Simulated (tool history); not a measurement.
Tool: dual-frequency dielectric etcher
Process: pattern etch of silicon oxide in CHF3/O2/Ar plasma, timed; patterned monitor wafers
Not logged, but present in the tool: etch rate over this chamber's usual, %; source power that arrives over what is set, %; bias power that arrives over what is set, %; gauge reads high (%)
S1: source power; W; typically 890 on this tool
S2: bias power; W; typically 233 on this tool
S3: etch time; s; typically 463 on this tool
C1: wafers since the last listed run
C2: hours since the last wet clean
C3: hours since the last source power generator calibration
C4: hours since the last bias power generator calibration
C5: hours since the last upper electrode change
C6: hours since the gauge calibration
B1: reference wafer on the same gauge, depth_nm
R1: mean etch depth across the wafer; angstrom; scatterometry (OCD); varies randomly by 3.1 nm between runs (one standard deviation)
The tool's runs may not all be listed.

run 1 day=0 | S1=890 S2=233 S3=463 | C1=0 C2=6.8 C3=2343.5 C4=913.6 C5=3352.3 C6=607 | B1=1170.1 | R1=11932
run 2 day=1.8 | S1=890 S2=233 S3=463 | C1=137 C2=50 C3=2386.7 C4=956.8 C5=3395.5 C6=650.2 | B1=1169.7 | R1=11985
run 3 day=3.917 | S1=890 S2=233 S3=463 | C1=162 C2=100.8 C3=2437.5 C4=1007.6 C5=3446.3 C6=701 | B1=1170.1 | R1=11997
run 4 day=5.033 | S1=890 S2=233 S3=463 | C1=85 C2=127.6 C3=2464.3 C4=1034.4 C5=3473.1 C6=727.8 | B1=1169.6 | R1=12008
run 5 day=9.8 | S1=890 S2=233 S3=463 | C1=365 C2=242 C3=2578.7 C4=1148.8 C5=3587.5 C6=842.2 | B1=1169.6 | R1=11999
run 6 day=12.004 | S1=890 S2=233 S3=463 | C1=168 C2=294.9 C3=2631.6 C4=1201.7 C5=3640.4 C6=895.1 | B1=1171 | R1=11996
-- day=14.671 source power generator calibrated
-- day=16.367 upper electrode replaced
-- day=20.704 wet clean of the chamber
run 7 day=20.725 | S1=730 S2=233 S3=356 | C1=502 C2=0.5 C3=145.3 C4=1411 C5=104.6 C6=1104.4 | B1=1170.1 | R1=8178
run 8 day=21.929 | S1=890 S2=233 S3=463 | C1=92 C2=29.4 C3=174.2 C4=1439.9 C5=133.5 C6=1133.3 | B1=1170 | R1=11790
run 9 day=23.888 | S1=890 S2=233 S3=463 | C1=150 C2=76.4 C3=221.2 C4=1486.9 C5=180.5 C6=1180.3 | B1=1170.6 | R1=11746
-- day=31.325 gauge calibrated
-- day=31.971 bias power generator calibrated
run 10 day=31.992 | S1=890 S2=233 S3=463 | C1=608 C2=270.9 C3=415.7 C4=0.5 C5=375 C6=16 | B1=1170.2 | R1=11730
run 11 day=33.788 | S1=1000 S2=188 S3=506 | C1=137 C2=314 C3=458.8 C4=43.6 C5=418.1 C6=59.1 | B1=1169.4 | R1=12213
run 12 day=36.729 | S1=890 S2=233 S3=463 | C1=225 C2=384.6 C3=529.4 C4=114.2 C5=488.7 C6=129.7 | B1=1169.9 | R1=11781
run 13 day=39.312 | S1=890 S2=291 S3=427.5 | C1=197 C2=446.6 C3=591.4 C4=176.2 C5=550.7 C6=191.7 | B1=1169.6 | R1=12111
run 14 day=41.158 | S1=890 S2=233 S3=552 | C1=141 C2=490.9 C3=635.7 C4=220.5 C5=595 C6=236 | B1=1169.4 | R1=14060
run 15 day=43.588 | S1=890 S2=233 S3=463 | C1=186 C2=549.2 C3=694 C4=278.8 C5=653.3 C6=294.3 | B1=1170.3 | R1=11752
run 16 day=44.838 | S1=1100 S2=233 S3=400.5 | C1=95 C2=579.2 C3=724 C4=308.8 C5=683.3 C6=324.3 | B1=1170 | R1=11263
-- day=46.667 wet clean of the chamber
run 17 day=46.821 | S1=980 S2=186 S3=362.5 | C1=75 C2=3.7 C3=771.6 C4=356.4 C5=730.9 C6=371.9 | B1=1169.9 | R1=8602
run 18 day=48.442 | S1=820 S2=290 S3=376 | C1=124 C2=42.6 C3=810.5 C4=395.3 C5=769.8 C6=410.8 | B1=1169.8 | R1=10213

List, for all runs, the conditions of the tool that the log does not record:
etch rate over this chamber's usual, %: 0 across all the runs
bias power that arrives over what is set, %: 0 across all the runs
gauge reads high (%): 0 across all the runs
H1: source power that arrives over what is set, %
run=1 H1=4.01
run=2 H1=4.13
run=3 H1=4.27
run=4 H1=4.35
run=5 H1=4.68
run=6 H1=4.84
run=7 H1=0.42
run=8 H1=0.426
run=9 H1=0.436
run=10 H1=0.508
run=11 H1=0.53
run=12 H1=0.571
run=13 H1=0.611
run=14 H1=0.643
run=15 H1=0.688
run=16 H1=0.712
run=17 H1=0.754
run=18 H1=0.789

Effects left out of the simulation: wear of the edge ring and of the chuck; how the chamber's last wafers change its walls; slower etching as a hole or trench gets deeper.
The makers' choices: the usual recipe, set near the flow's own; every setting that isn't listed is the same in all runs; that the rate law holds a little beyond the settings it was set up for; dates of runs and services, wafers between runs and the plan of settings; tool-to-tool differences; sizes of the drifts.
